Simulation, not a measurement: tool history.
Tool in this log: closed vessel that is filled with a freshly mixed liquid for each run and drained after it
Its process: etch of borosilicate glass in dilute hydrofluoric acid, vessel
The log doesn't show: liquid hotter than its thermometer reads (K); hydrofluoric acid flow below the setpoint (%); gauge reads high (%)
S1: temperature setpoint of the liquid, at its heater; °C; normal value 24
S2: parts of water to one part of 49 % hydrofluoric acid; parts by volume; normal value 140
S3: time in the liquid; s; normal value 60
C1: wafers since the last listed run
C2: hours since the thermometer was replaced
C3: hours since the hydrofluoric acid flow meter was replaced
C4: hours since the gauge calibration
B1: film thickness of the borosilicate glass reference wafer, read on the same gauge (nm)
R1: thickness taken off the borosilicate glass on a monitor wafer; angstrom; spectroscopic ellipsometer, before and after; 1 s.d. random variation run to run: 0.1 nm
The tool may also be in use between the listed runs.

| run | hour | S1 | S2 | S3 | C1 | C2 | C3 | C4 | B1 | R1 |
|---|---|---|---|---|---|---|---|---|---|---|
| 1 | 0 | 24 | 140 | 60 | 0 | 2638.7 | 1577.6 | 732.6 | 140.03 | 181.7 |
| 2 | 29.5 | 24 | 140 | 60 | 3786 | 2668.2 | 1607.1 | 762.1 | 140.01 | 181.2 |
| 3 | 64.8 | 22 | 140 | 40 | 4530 | 2703.5 | 1642.4 | 797.4 | 139.97 | 112.9 |
| 4 | 91 | 22 | 140 | 40 | 3362 | 2729.7 | 1668.6 | 823.6 | 140.01 | 111.1 |
| 5 | 111.6 | 22 | 140 | 40 | 2644 | 2750.3 | 1689.2 | 844.2 | 140.03 | 112 |
| 6 | 138.8 | 24 | 140 | 60 | 3491 | 2777.5 | 1716.4 | 871.4 | 139.99 | 179.8 |
| 7 | 157.8 | 24 | 140 | 60 | 2438 | 2796.5 | 1735.4 | 890.4 | 140.01 | 181.3 |
| 8 | 178.8 | 24 | 140 | 60 | 2695 | 2817.5 | 1756.4 | 911.4 | 140.04 | 179.1 |
| 9 | 197.3 | 24 | 140 | 75 | 2374 | 2836 | 1774.9 | 929.9 | 140 | 224.1 |
| 10 | 229.9 | 24 | 140 | 75 | 4184 | 2868.6 | 1807.5 | 962.5 | 139.99 | 223.3 |
| 11 | 250 | 24 | 190 | 60 | 2579 | 2888.7 | 1827.6 | 982.6 | 139.99 | 123.4 |
|  | 258.8 | thermometer replaced |
|  | 271.8 | gauge calibrated |
| 12 | 280.3 | 24 | 140 | 60 | 3760 | 21.5 | 1857.9 | 8.5 | 140.01 | 159.9 |
| 13 | 315.3 | 24 | 140 | 60 | 4492 | 56.5 | 1892.9 | 43.5 | 140.02 | 158.7 |
| 14 | 332.3 | 24 | 140 | 60 | 2182 | 73.5 | 1909.9 | 60.5 | 139.99 | 159.1 |
| 15 | 351.6 | 24 | 140 | 60 | 2477 | 92.8 | 1929.2 | 79.8 | 139.97 | 161.4 |
| 16 | 384.5 | 25.5 | 140 | 75 | 4222 | 125.7 | 1962.1 | 112.7 | 140.01 | 210.6 |
|  | 391.6 | hydrofluoric acid flow meter replaced |
| 17 | 439 | 22.5 | 105 | 60 | 6866 | 180.2 | 47.4 | 167.2 | 140.01 | 244.4 |
| 18 | 469 | 24 | 100 | 60 | 3850 | 210.2 | 77.4 | 197.2 | 140.01 | 272.6 |
| 19 | 488.2 | 24 | 140 | 60 | 2464 | 229.4 | 96.6 | 216.4 | 140.01 | 185.4 |
| 20 | 521.3 | 26 | 190 | 60 | 4248 | 262.5 | 129.7 | 249.5 | 140 | 139.2 |
| 21 | 537.8 | 26 | 180 | 60 | 2117 | 279 | 146.2 | 266 | 140 | 147.4 |
| 22 | 560.1 | 26.5 | 195 | 60 | 2862 | 301.3 | 168.5 | 288.3 | 140 | 137 |
| 23 | 589.1 | 20.5 | 140 | 60 | 3722 | 330.3 | 197.5 | 317.3 | 139.99 | 161.9 |
| 24 | 604.4 | 28.5 | 100 | 85 | 1963 | 345.6 | 212.8 | 332.6 | 140 | 461.4 |
| 25 | 619.3 | 24 | 140 | 90 | 1912 | 360.5 | 227.7 | 347.5 | 140 | 276.6 |
| 26 | 650.8 | 28 | 140 | 30 | 4043 | 392 | 259.2 | 379 | 140 | 107.5 |
| 27 | 683.3 | 21 | 100 | 85 | 4171 | 424.5 | 291.7 | 411.5 | 140 | 342.3 |
| 28 | 702 | 20 | 90 | 30 | 2400 | 443.2 | 310.4 | 430.2 | 140.03 | 131.3 |
| 29 | 722.1 | 24 | 140 | 60 | 2579 | 463.3 | 330.5 | 450.3 | 139.99 | 184.4 |
| 30 | 751.7 | 24 | 140 | 60 | 3799 | 492.9 | 360.1 | 479.9 | 139.98 | 183.2 |

Alternative continuations, all from the tool just after run 30; predict every row:
| A | 752.4 | 27 | 140 | 60 | 89 | 493.6 | 360.8 | 480.6 | ? | ? |
| B | 752.4 | 24 | 120 | 35 | 89 | 493.6 | 360.8 | 480.6 | ? | ? |
| C | 752.4 | 19 | 195 | 60 | 89 | 493.6 | 360.8 | 480.6 | ? | ? |
| D | 752.4 | 26 | 100 | 40 | 89 | 493.6 | 360.8 | 480.6 | ? | ? |

| run | B1 | R1 |
|---|---|---|
| A | 140.02 | 208.2 |
| B | 140.02 | 129.7 |
| C | 140.02 | 103.8 |
| D | 140.02 | 197.2 |
Had the tool no hidden state, the same runs would have come out as:
| run | R1 |
|---|---|
| A | 208 |
| B | 129.3 |
| C | 103.6 |
| D | 196.5 |
